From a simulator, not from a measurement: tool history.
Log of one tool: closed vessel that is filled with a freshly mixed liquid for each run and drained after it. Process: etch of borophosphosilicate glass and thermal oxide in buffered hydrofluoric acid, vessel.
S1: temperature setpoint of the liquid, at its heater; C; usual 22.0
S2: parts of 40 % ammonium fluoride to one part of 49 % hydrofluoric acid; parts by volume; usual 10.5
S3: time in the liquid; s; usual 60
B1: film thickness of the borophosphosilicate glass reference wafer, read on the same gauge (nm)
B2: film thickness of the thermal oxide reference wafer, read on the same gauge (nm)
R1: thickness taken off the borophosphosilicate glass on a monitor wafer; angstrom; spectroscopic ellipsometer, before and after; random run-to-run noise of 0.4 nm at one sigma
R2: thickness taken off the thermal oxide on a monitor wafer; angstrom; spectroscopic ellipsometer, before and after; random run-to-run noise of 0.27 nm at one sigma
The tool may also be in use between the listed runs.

| run | hour | S1 | S2 | S3 | B1 | B2 | R1 | R2 |
|---|---|---|---|---|---|---|---|---|
| 1 | 0.0 | 22.0 | 10.5 | 60 | 69.97 | 100.00 | 744.6 | 456.9 |
| 2 | 10.3 | 22.0 | 10.5 | 60 | 70.01 | 100.01 | 749.8 | 455.2 |
| 3 | 23.4 | 19.0 | 10.5 | 60 | 70.03 | 99.97 | 631.5 | 384.2 |
| 4 | 40.1 | 19.0 | 10.5 | 60 | 70.02 | 100.00 | 630.9 | 386.1 |
|  | 42.7 | hydrofluoric acid flow meter replaced |
|  | 51.6 | gauge calibrated |
| 5 | 51.6 | 19.0 | 10.5 | 60 | 69.96 | 99.97 | 709.4 | 434.7 |
| 6 | 58.3 | 18.5 | 7.0 | 60 | 69.97 | 100.00 | 1022.1 | 627.3 |
| 7 | 66.0 | 26.0 | 13.0 | 35 | 70.00 | 99.99 | 491.4 | 300.4 |
| 8 | 81.2 | 22.0 | 10.5 | 90 | 69.95 | 99.99 | 1257.5 | 761.3 |
| 9 | 93.1 | 17.5 | 13.5 | 30 | 70.00 | 100.01 | 255.7 | 155.4 |
| 10 | 101.4 | 25.0 | 6.5 | 40 | 69.96 | 100.02 | 1035.9 | 632.1 |
| 11 | 119.4 | 22.0 | 9.0 | 85 | 70.02 | 99.98 | 1340.3 | 808.7 |
| 12 | 131.5 | 22.0 | 10.5 | 75 | 70.01 | 100.01 | 1055.2 | 638.8 |
| 13 | 139.9 | 18.5 | 10.5 | 60 | 70.01 | 99.98 | 684.5 | 422.7 |
| 14 | 181.0 | 22.0 | 10.5 | 95 | 69.96 | 99.99 | 1326.2 | 806.5 |
| 15 | 196.4 | 22.0 | 10.5 | 60 | 70.05 | 100.00 | 837.2 | 505.4 |
| 16 | 206.4 | 22.0 | 10.5 | 60 | 70.01 | 100.00 | 830.8 | 509.3 |
| 17 | 213.0 | 22.0 | 10.5 | 60 | 70.02 | 100.01 | 832.4 | 505.7 |
| 18 | 223.6 | 22.0 | 10.5 | 60 | 70.04 | 99.99 | 836.7 | 511.2 |
| 19 | 239.6 | 26.5 | 13.5 | 40 | 69.97 | 99.99 | 560.0 | 339.5 |
| 20 | 255.5 | 25.5 | 14.5 | 90 | 70.06 | 99.98 | 1103.2 | 669.2 |
| 21 | 263.7 | 22.0 | 7.0 | 75 | 69.98 | 99.99 | 1532.9 | 928.3 |
| 22 | 273.0 | 25.5 | 7.5 | 70 | 70.04 | 99.99 | 1620.2 | 980.8 |
| 23 | 290.0 | 22.0 | 10.5 | 60 | 70.00 | 100.03 | 835.8 | 508.0 |
| 24 | 300.7 | 22.0 | 13.0 | 45 | 70.02 | 100.00 | 504.3 | 309.9 |
| 25 | 308.7 | 19.0 | 14.0 | 60 | 69.98 | 99.98 | 529.0 | 321.9 |

Below, some changes in R1 between adjacent runs. For each, the amount present without the hidden state too (settings, incoming material, random variation) and the amount remaining for the hidden state with gauge scatter not shared by both compared results:
Unlogged tool condition in this case: liquid hotter than its thermometer reads (K); hydrofluoric acid flow below the setpoint (%); gauge reads high (%).
Run 2 -> 3: S1 22.0 -> 19.0. R1 -118.3 angstrom: hidden state +13.3, all else -131.6.
Run 4 -> 5: hydrofluoric acid flow meter replaced, gauge calibrated. R1 +78.5 angstrom: hidden state +79.3, all else -0.8.
Run 8 -> 9: S1 22.0 -> 17.5, S2 10.5 -> 13.5, S3 90 -> 30. R1 -1001.8 angstrom: hidden state -6.9, all else -994.9.
Run 22 -> 23: S1 25.5 -> 22.0, S2 7.5 -> 10.5, S3 70 -> 60. R1 -784.4 angstrom: hidden state +2.7, all else -787.1.
